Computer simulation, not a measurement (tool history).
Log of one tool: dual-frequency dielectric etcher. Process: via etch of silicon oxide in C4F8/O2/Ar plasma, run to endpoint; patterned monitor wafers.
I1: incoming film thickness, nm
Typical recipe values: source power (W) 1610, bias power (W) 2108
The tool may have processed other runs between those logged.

{"run": 1, "hour": 0.0, "source power (W)": 1440, "bias power (W)": 2108, "I1": 1106.7, "endpoint time (s)": 242.6}
{"run": 2, "hour": 62.9, "source power (W)": 1610, "bias power (W)": 2108, "I1": 1104.1, "endpoint time (s)": 232.8}
{"run": 3, "hour": 88.0, "source power (W)": 1610, "bias power (W)": 2108, "I1": 1119.2, "endpoint time (s)": 233.9}
{"run": 4, "hour": 117.8, "source power (W)": 1610, "bias power (W)": 2108, "I1": 1110.5, "endpoint time (s)": 231.9}
{"run": 5, "hour": 164.1, "source power (W)": 1610, "bias power (W)": 2108, "I1": 1106.4, "endpoint time (s)": 230.5}
{"run": 6, "hour": 214.2, "source power (W)": 1610, "bias power (W)": 2108, "I1": 1099.6, "endpoint time (s)": 225.1}
{"hour": 244.6, "done": "bias power generator calibrated"}
{"hour": 255.9, "done": "upper electrode replaced"}
{"run": 7, "hour": 256.4, "source power (W)": 1610, "bias power (W)": 2108, "I1": 1115.2, "endpoint time (s)": 227.7}
{"hour": 300.9, "done": "wet clean of the chamber"}
{"run": 8, "hour": 301.5, "source power (W)": 1450, "bias power (W)": 1715, "I1": 1114.1, "endpoint time (s)": 256.9}
{"run": 9, "hour": 368.3, "source power (W)": 1480, "bias power (W)": 2271, "I1": 1126.0, "endpoint time (s)": 239.7}
{"run": 10, "hour": 400.2, "source power (W)": 1310, "bias power (W)": 2108, "I1": 1116.6, "endpoint time (s)": 249.9}
{"run": 11, "hour": 472.0, "source power (W)": 1350, "bias power (W)": 2108, "I1": 1110.2, "endpoint time (s)": 245.8}
{"hour": 509.6, "done": "source power generator calibrated"}
{"run": 12, "hour": 583.3, "source power (W)": 1610, "bias power (W)": 2108, "I1": 1111.4, "endpoint time (s)": 229.5}

Run 13, settings as shown, results not yet in. Your forecast:
{"run": 13, "hour": 636.2, "source power (W)": 1850, "bias power (W)": 2349, "I1": 1106.4, "endpoint time (s)": "?"}

Run 13 produced endpoint time (s) 211.1.
If the tool had no hidden condition, the same run with the same run-to-run variation would have returned endpoint time (s) 219.7.
